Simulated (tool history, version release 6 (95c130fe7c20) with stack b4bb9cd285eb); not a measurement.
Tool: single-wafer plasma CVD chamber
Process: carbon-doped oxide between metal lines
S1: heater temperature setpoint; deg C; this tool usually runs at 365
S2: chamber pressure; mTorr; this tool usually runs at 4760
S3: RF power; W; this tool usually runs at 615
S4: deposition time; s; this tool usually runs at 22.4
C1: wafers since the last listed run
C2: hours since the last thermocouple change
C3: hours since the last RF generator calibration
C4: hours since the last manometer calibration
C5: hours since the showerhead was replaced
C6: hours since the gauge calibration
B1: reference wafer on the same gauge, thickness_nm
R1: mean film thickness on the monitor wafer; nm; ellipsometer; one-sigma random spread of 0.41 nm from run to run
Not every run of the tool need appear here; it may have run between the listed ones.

run	hour	S1	S2	S3	S4	C1	C2	C3	C4	C5	C6	B1	R1
1	0	365	4760	525	20.6	0	309.3	624	1253.3	2581	1245.1	148.997	110.291
2	89.5	365	4760	590	22.4	2594	398.8	713.5	1342.8	2670.5	1334.6	149.014	126.158
3	145.9	365	4760	590	22.4	1635	455.2	769.9	1399.2	2726.9	1391	148.922	125.394
4	243	365	4760	615	22.4	2815	552.3	867	1496.3	2824	1488.1	148.976	127.98
5	346.5	365	4760	615	22.4	3000	655.8	970.5	1599.8	2927.5	1591.6	149.087	127.848
6	446.1	365	4760	615	22.4	2887	755.4	1070.1	1699.4	3027.1	1691.2	148.985	127.248
7	532.8	365	4760	615	22.4	2513	842.1	1156.8	1786.1	3113.8	1777.9	149.086	126.159
8	600.2	369	4330	615	22.4	1954	909.5	1224.2	1853.5	3181.2	1845.3	148.99	123.93
# hour 616.5: capacitance manometer re-zeroed and calibrated
9	653.9	365	4760	615	25.1	1324	963.2	1277.9	37.4	3234.9	1899	148.948	144.922
# hour 682.1: gauge calibrated
10	748.9	365	4760	615	25.1	2754	1058.2	1372.9	132.4	3329.9	66.8	148.873	142.955
# hour 932.9: RF generator calibrated
11	1004.9	365	4760	615	25.1	7189	1314.2	72	388.4	3585.9	322.8	149.123	143.616
12	1093.1	359	5610	615	22.4	2557	1402.4	160.2	476.6	3674.1	411	149.028	133.711
# hour 1163.8: thermocouple changed; heater temperature recalibrated
13	1174.8	354	4760	565	22.4	2136	11	241.9	558.3	3755.8	492.7	148.971	127.161
14	1474.8	370	4760	615	22.4	8697	311	541.9	858.3	4055.8	792.7	149.016	126.336
15	1531.9	365	4760	615	22.4	1655	368.1	599	915.4	4112.9	849.8	149.054	127.601
16	1613	365	4040	615	20.4	2351	449.2	680.1	996.5	4194	930.9	148.851	113.476
17	1671.5	365	4760	615	22.4	1696	507.7	738.6	1055	4252.5	989.4	148.991	127.637
18	1769.2	365	4760	615	25.1	2832	605.4	836.3	1152.7	4350.2	1087.1	149.083	143.281
19	1809.1	374	5820	705	22.4	1156	645.3	876.2	1192.6	4390.1	1127	148.969	137.78
20	1914.3	365	5540	615	22.4	3049	750.5	981.4	1297.8	4495.3	1232.2	148.997	130.989
21	1996.8	365	4760	615	24.5	2391	833	1063.9	1380.3	4577.8	1314.7	148.902	139.049

Forecast run 22:
# hour 2033.9: showerhead replaced
22	2049.8	365	4760	615	22.4	1304	886	1116.9	1433.3	15.9	1367.7	?	?

B1: 149.005
R1: 126.996 nm
Without the tool's hidden state the same run would have given R1 128.129 nm.

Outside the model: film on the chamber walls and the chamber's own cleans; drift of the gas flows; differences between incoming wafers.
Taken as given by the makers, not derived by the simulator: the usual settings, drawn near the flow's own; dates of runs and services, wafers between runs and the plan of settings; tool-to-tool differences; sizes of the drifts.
